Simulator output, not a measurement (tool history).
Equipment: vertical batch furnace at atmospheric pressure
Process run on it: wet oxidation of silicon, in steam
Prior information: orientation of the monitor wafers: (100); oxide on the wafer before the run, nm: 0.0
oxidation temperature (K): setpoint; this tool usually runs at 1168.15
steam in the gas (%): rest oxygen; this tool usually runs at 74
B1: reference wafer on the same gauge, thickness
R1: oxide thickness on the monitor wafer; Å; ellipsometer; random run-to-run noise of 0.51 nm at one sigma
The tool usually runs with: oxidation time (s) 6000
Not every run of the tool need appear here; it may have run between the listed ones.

{"run": 1, "day": 0.0, "oxidation temperature (K)": 1168.15, "oxidation time (s)": 6000, "steam in the gas (%)": 74, "B1": 189.05, "R1": 1856.6}
{"run": 2, "day": 1.879, "oxidation temperature (K)": 1168.15, "oxidation time (s)": 6000, "steam in the gas (%)": 74, "B1": 189.11, "R1": 1862.8}
{"run": 3, "day": 3.683, "oxidation temperature (K)": 1158.15, "oxidation time (s)": 3960, "steam in the gas (%)": 74, "B1": 188.93, "R1": 1099.6}
{"run": 4, "day": 6.217, "oxidation temperature (K)": 1168.15, "oxidation time (s)": 6000, "steam in the gas (%)": 74, "B1": 189.14, "R1": 1869.7}
{"run": 5, "day": 9.212, "oxidation temperature (K)": 1168.15, "oxidation time (s)": 6000, "steam in the gas (%)": 74, "B1": 188.91, "R1": 1866.4}
{"run": 6, "day": 11.942, "oxidation temperature (K)": 1180.15, "oxidation time (s)": 6000, "steam in the gas (%)": 74, "B1": 188.9, "R1": 2195.7}
{"run": 7, "day": 14.354, "oxidation temperature (K)": 1180.15, "oxidation time (s)": 6000, "steam in the gas (%)": 74, "B1": 189.02, "R1": 2187.2}
{"run": 8, "day": 16.567, "oxidation temperature (K)": 1168.15, "oxidation time (s)": 6000, "steam in the gas (%)": 74, "B1": 189.03, "R1": 1888.1}
{"run": 9, "day": 21.058, "oxidation temperature (K)": 1168.15, "oxidation time (s)": 4470, "steam in the gas (%)": 74, "B1": 189.07, "R1": 1442.1}
{"run": 10, "day": 22.254, "oxidation temperature (K)": 1168.15, "oxidation time (s)": 4470, "steam in the gas (%)": 74, "B1": 189.06, "R1": 1451.4}
{"run": 11, "day": 23.846, "oxidation temperature (K)": 1168.15, "oxidation time (s)": 4470, "steam in the gas (%)": 74, "B1": 189.07, "R1": 1461.1}
{"run": 12, "day": 25.75, "oxidation temperature (K)": 1168.15, "oxidation time (s)": 6000, "steam in the gas (%)": 80, "B1": 189.14, "R1": 2044.8}
{"run": 13, "day": 27.142, "oxidation temperature (K)": 1159.15, "oxidation time (s)": 6000, "steam in the gas (%)": 74, "B1": 189.13, "R1": 1669.9}
{"run": 14, "day": 28.571, "oxidation temperature (K)": 1168.15, "oxidation time (s)": 6000, "steam in the gas (%)": 74, "B1": 189.15, "R1": 1901.3}
{"run": 15, "day": 29.575, "oxidation temperature (K)": 1168.15, "oxidation time (s)": 6000, "steam in the gas (%)": 74, "B1": 188.94, "R1": 1907.9}
{"run": 16, "day": 30.638, "oxidation temperature (K)": 1186.15, "oxidation time (s)": 6000, "steam in the gas (%)": 81, "B1": 189.03, "R1": 2567.2}
{"run": 17, "day": 32.708, "oxidation temperature (K)": 1186.15, "oxidation time (s)": 6000, "steam in the gas (%)": 81, "B1": 188.89, "R1": 2573.2}
{"run": 18, "day": 35.575, "oxidation temperature (K)": 1162.15, "oxidation time (s)": 6000, "steam in the gas (%)": 74, "B1": 188.93, "R1": 1745.0}
{"run": 19, "day": 38.562, "oxidation temperature (K)": 1168.15, "oxidation time (s)": 3270, "steam in the gas (%)": 64, "B1": 188.96, "R1": 959.1}
{"run": 20, "day": 41.396, "oxidation temperature (K)": 1168.15, "oxidation time (s)": 6000, "steam in the gas (%)": 74, "B1": 188.95, "R1": 1919.8}
{"run": 21, "day": 43.092, "oxidation temperature (K)": 1188.15, "oxidation time (s)": 7110, "steam in the gas (%)": 81, "B1": 188.85, "R1": 3026.1}
{"run": 22, "day": 45.271, "oxidation temperature (K)": 1168.15, "oxidation time (s)": 6000, "steam in the gas (%)": 83, "B1": 189.02, "R1": 2027.4}
{"run": 23, "day": 46.192, "oxidation temperature (K)": 1192.15, "oxidation time (s)": 6000, "steam in the gas (%)": 74, "B1": 188.9, "R1": 2454.3}
{"run": 24, "day": 47.996, "oxidation temperature (K)": 1188.15, "oxidation time (s)": 6000, "steam in the gas (%)": 66, "B1": 188.83, "R1": 2152.1}
{"run": 25, "day": 49.829, "oxidation temperature (K)": 1168.15, "oxidation time (s)": 6870, "steam in the gas (%)": 74, "B1": 188.94, "R1": 2058.6}
{"run": 26, "day": 52.233, "oxidation temperature (K)": 1185.15, "oxidation time (s)": 3510, "steam in the gas (%)": 65, "B1": 188.99, "R1": 1275.7}
{"run": 27, "day": 54.792, "oxidation temperature (K)": 1147.15, "oxidation time (s)": 5220, "steam in the gas (%)": 64, "B1": 189.21, "R1": 1022.6}
{"run": 28, "day": 57.417, "oxidation temperature (K)": 1168.15, "oxidation time (s)": 6000, "steam in the gas (%)": 74, "B1": 188.88, "R1": 1828.6}
{"run": 29, "day": 59.217, "oxidation temperature (K)": 1161.15, "oxidation time (s)": 6000, "steam in the gas (%)": 83, "B1": 188.94, "R1": 1824.9}
{"run": 30, "day": 65.162, "oxidation temperature (K)": 1168.15, "oxidation time (s)": 6000, "steam in the gas (%)": 74, "B1": 189.16, "R1": 1836.9}
{"run": 31, "day": 67.138, "oxidation temperature (K)": 1180.15, "oxidation time (s)": 6900, "steam in the gas (%)": 68, "B1": 188.81, "R1": 2265.9}
{"run": 32, "day": 69.575, "oxidation temperature (K)": 1155.15, "oxidation time (s)": 6000, "steam in the gas (%)": 74, "B1": 188.87, "R1": 1519.6}
{"run": 33, "day": 72.179, "oxidation temperature (K)": 1150.15, "oxidation time (s)": 6000, "steam in the gas (%)": 78, "B1": 188.96, "R1": 1477.2}
{"run": 34, "day": 74.471, "oxidation temperature (K)": 1191.15, "oxidation time (s)": 4740, "steam in the gas (%)": 81, "B1": 189.07, "R1": 2152.1}
{"run": 35, "day": 76.325, "oxidation temperature (K)": 1168.15, "oxidation time (s)": 4920, "steam in the gas (%)": 74, "B1": 188.99, "R1": 1542.5}
{"run": 36, "day": 77.367, "oxidation temperature (K)": 1187.15, "oxidation time (s)": 6000, "steam in the gas (%)": 74, "B1": 188.99, "R1": 2353.7}
{"run": 37, "day": 78.954, "oxidation temperature (K)": 1168.15, "oxidation time (s)": 6000, "steam in the gas (%)": 74, "B1": 188.84, "R1": 1837.8}
{"run": 38, "day": 81.588, "oxidation temperature (K)": 1149.15, "oxidation time (s)": 8040, "steam in the gas (%)": 81, "B1": 188.97, "R1": 1967.6}
{"run": 39, "day": 84.454, "oxidation temperature (K)": 1168.15, "oxidation time (s)": 7200, "steam in the gas (%)": 80, "B1": 188.92, "R1": 2308.3}

Not shown here: 4 entries made in the log between runs. Locate each between two listed runs and compare the hidden state at the listed run before it with the hidden state at the listed run after it:
Runs 4 to 5: gauge calibrated (day 8.846)
  true tube temperature minus thermocouple reading, K: 1.42 -> 1.52
  measured result minus the result with no hidden state, R1: +37.2 -> +39.8 Å
Runs 6 to 7: steam generator serviced (day 13.892)
  true tube temperature minus thermocouple reading, K: 1.62 -> 1.71
  measured result minus the result with no hidden state, R1: +43.1 -> +45.2 Å
Runs 10 to 11: thermocouples replaced and temperature profile calibrated (day 23.379)
  true tube temperature minus thermocouple reading, K: 2.02 -> 2.9
  measured result minus the result with no hidden state, R1: +42.6 -> +61.1 Å
Runs 21 to 22: thermocouples replaced and temperature profile calibrated, repeated, since the last time left the tool worse (day 45.250)
  true tube temperature minus thermocouple reading, K: 2.99 -> 0.201
  measured result minus the result with no hidden state, R1: +93.0 -> +5.7 Å
